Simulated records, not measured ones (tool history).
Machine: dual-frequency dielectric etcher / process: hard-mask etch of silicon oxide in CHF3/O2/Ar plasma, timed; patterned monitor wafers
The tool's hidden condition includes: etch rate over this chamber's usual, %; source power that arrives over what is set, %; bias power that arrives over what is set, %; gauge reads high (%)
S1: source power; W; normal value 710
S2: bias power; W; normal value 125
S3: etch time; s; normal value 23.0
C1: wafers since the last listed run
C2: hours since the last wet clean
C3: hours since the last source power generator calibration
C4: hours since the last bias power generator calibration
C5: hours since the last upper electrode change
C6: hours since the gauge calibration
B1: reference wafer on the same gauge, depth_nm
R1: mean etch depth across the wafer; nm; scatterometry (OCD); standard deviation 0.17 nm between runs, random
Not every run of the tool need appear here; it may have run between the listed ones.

run     day   S1   S2    S3   C1     C2      C3      C4      C5      C6     B1     R1
  1   0.000  780  106  23.0    0  335.2   655.5  2386.8  2349.8   745.6  42.91  38.14
  2   2.392  710  125  23.0  466  392.6   712.9  2444.2  2407.2   803.0  42.87  39.19
  3   6.683  710  125  23.0  836  495.6   815.9  2547.2  2510.2   906.0  42.89  39.74
      8.171  -- wet clean of the chamber
  4   9.283  710  125  23.0  311   26.7   878.3  2609.6  2572.6   968.4  42.88  38.15
  5  13.200  850  125  17.5  763  120.7   972.3  2703.6  2666.6  1062.4  42.92  30.85
  6  14.754  850  125  17.5  303  158.0  1009.6  2740.9  2703.9  1099.7  42.87  31.21
  7  18.638  850  125  17.5  757  251.2  1102.8  2834.1  2797.1  1192.9  42.97  31.18
  8  21.417  760  125  23.0  541  317.9  1169.5  2900.8  2863.8  1259.6  42.99  39.80
  9  25.900  710  125  23.0  874  425.5  1277.1  3008.4  2971.4  1367.2  42.89  39.39
     27.971  -- wet clean of the chamber
 10  28.375  710  109  23.0  287    9.7  1336.5  3067.8  3030.8  1426.6  42.91  36.37
 11  30.858  710  109  23.0  484   69.3  1396.1  3127.4  3090.4  1486.2  42.91  36.84
     33.575  -- bias power generator calibrated
     33.979  -- source power generator calibrated
 12  35.325  710  109  23.0  805  176.5    32.3    42.0  3197.6  1593.4  42.89  36.81
 13  37.175  760  125  23.0  360  220.9    76.7    86.4  3242.0  1637.8  42.89  39.40
 14  38.946  590  151  17.5  345  263.4   119.2   128.9  3284.5  1680.3  42.93  29.51
 15  41.300  710  125  26.5  459  319.9   175.7   185.4  3341.0  1736.8  42.90  44.69
 16  43.838  710  133  23.0  494  380.8   236.6   246.3  3401.9  1797.7  42.98  39.72
     45.275  -- gauge calibrated
     46.217  -- upper electrode replaced
     46.804  -- wet clean of the chamber
 17  46.825  710   99  20.5  273    0.5   308.3   318.0    14.6    37.2  42.88  32.21
 18  47.600  710  125  27.5  151   19.1   326.9   336.6    33.2    55.8  42.85  45.98
 19  51.312  840  100  30.0  723  108.2   416.0   425.7   122.3   144.9  42.94  50.38
 20  55.017  710  125  23.0  722  197.1   504.9   514.6   211.2   233.8  42.93  39.07
 21  56.796  850   99  27.5  346  239.8   547.6   557.3   253.9   276.5  42.85  46.57
 22  59.475  710  125  23.0  522  304.1   611.9   621.6   318.2   340.8  42.99  39.46
     63.862  -- wet clean of the chamber
 23  63.883  710  125  19.0  664    0.5   717.7   727.4   424.0   446.6  42.90  31.51
 24  66.875  710  125  23.0  583   72.3   789.5   799.2   495.8   518.4  42.87  38.23
 25  69.283  710  125  23.0  469  130.1   847.3   857.0   553.6   576.2  42.87  38.52

Predict each of these 4 candidate next runs independently; none follows another, all start after run 25:
  A  69.300  710  125  23.0   3  130.5  847.7  857.4  554.0  576.6   ?   ?
  B  69.300  710  125  29.5   3  130.5  847.7  857.4  554.0  576.6   ?   ?
  C  69.300  800  103  20.5   3  130.5  847.7  857.4  554.0  576.6   ?   ?
  D  69.300  710  152  20.5   3  130.5  847.7  857.4  554.0  576.6   ?   ?

run     B1     R1
  A  42.90  38.45
  B  42.90  49.32
  C  42.90  33.66
  D  42.90  36.26
Stripped of hidden state, with their random variation kept, the same runs would have yielded:
run     R1
  A  38.08
  B  48.84
  C  33.33
  D  35.91
